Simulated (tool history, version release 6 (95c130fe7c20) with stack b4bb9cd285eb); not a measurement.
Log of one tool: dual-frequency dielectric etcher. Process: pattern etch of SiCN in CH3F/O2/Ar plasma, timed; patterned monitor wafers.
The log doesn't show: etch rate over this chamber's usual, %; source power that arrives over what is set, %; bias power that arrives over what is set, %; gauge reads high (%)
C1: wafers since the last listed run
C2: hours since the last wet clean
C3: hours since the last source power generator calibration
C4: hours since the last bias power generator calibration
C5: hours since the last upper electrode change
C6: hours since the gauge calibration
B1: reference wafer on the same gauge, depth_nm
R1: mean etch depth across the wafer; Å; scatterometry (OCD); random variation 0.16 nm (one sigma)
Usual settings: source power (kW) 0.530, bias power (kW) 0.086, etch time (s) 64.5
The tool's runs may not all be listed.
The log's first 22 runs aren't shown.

{"run": 23, "day": 44.342, "source power (kW)": 0.53, "bias power (kW)": 0.086, "etch time (s)": 71.0, "C1": 326, "C2": 523.8, "C3": 920.7, "C4": 1103.2, "C5": 1006.3, "C6": 1179.0, "B1": 27.77, "R1": 302.2}
{"run": 24, "day": 45.767, "source power (kW)": 0.53, "bias power (kW)": 0.086, "etch time (s)": 48.0, "C1": 213, "C2": 558.0, "C3": 954.9, "C4": 1137.4, "C5": 1040.5, "C6": 1213.2, "B1": 27.81, "R1": 204.4}
{"day": 47.529, "done": "wet clean of the chamber"}
{"run": 25, "day": 48.388, "source power (kW)": 0.42, "bias power (kW)": 0.094, "etch time (s)": 47.0, "C1": 242, "C2": 20.6, "C3": 1017.8, "C4": 1200.3, "C5": 1103.4, "C6": 1276.1, "B1": 27.85, "R1": 191.2}
{"run": 26, "day": 49.846, "source power (kW)": 0.64, "bias power (kW)": 0.104, "etch time (s)": 46.5, "C1": 218, "C2": 55.6, "C3": 1052.8, "C4": 1235.3, "C5": 1138.4, "C6": 1311.1, "B1": 27.78, "R1": 252.9}
{"run": 27, "day": 52.733, "source power (kW)": 0.53, "bias power (kW)": 0.086, "etch time (s)": 64.5, "C1": 432, "C2": 124.9, "C3": 1122.1, "C4": 1304.6, "C5": 1207.7, "C6": 1380.4, "B1": 27.81, "R1": 284.9}
{"run": 28, "day": 53.925, "source power (kW)": 0.53, "bias power (kW)": 0.104, "etch time (s)": 50.5, "C1": 178, "C2": 153.5, "C3": 1150.7, "C4": 1333.2, "C5": 1236.3, "C6": 1409.0, "B1": 27.85, "R1": 245.2}
{"run": 29, "day": 55.933, "source power (kW)": 0.53, "bias power (kW)": 0.086, "etch time (s)": 64.5, "C1": 300, "C2": 201.7, "C3": 1198.9, "C4": 1381.4, "C5": 1284.5, "C6": 1457.2, "B1": 27.78, "R1": 280.9}
{"run": 30, "day": 58.129, "source power (kW)": 0.53, "bias power (kW)": 0.086, "etch time (s)": 64.5, "C1": 328, "C2": 254.4, "C3": 1251.6, "C4": 1434.1, "C5": 1337.2, "C6": 1509.9, "B1": 27.75, "R1": 282.1}
{"run": 31, "day": 59.458, "source power (kW)": 0.66, "bias power (kW)": 0.065, "etch time (s)": 64.5, "C1": 198, "C2": 286.3, "C3": 1283.5, "C4": 1466.0, "C5": 1369.1, "C6": 1541.8, "B1": 27.83, "R1": 265.1}

Forecast each of these 3 alternatives for the next run:
{"run": "A", "day": 59.475, "source power (kW)": 0.53, "bias power (kW)": 0.086, "etch time (s)": 64.5, "C1": 2, "C2": 286.7, "C3": 1283.9, "C4": 1466.4, "C5": 1369.5, "C6": 1542.2, "B1": "?", "R1": "?"}
{"run": "B", "day": 59.475, "source power (kW)": 0.47, "bias power (kW)": 0.078, "etch time (s)": 50.5, "C1": 2, "C2": 286.7, "C3": 1283.9, "C4": 1466.4, "C5": 1369.5, "C6": 1542.2, "B1": "?", "R1": "?"}
{"run": "C", "day": 59.475, "source power (kW)": 0.44, "bias power (kW)": 0.1, "etch time (s)": 55.5, "C1": 2, "C2": 286.7, "C3": 1283.9, "C4": 1466.4, "C5": 1369.5, "C6": 1542.2, "B1": "?", "R1": "?"}

run=A B1=27.78 R1=280.3
run=B B1=27.78 R1=192.2
run=C B1=27.78 R1=234.8
Without the tool's hidden state the same runs would have given:
run=A R1=288.1
run=B R1=197.6
run=C R1=241.4
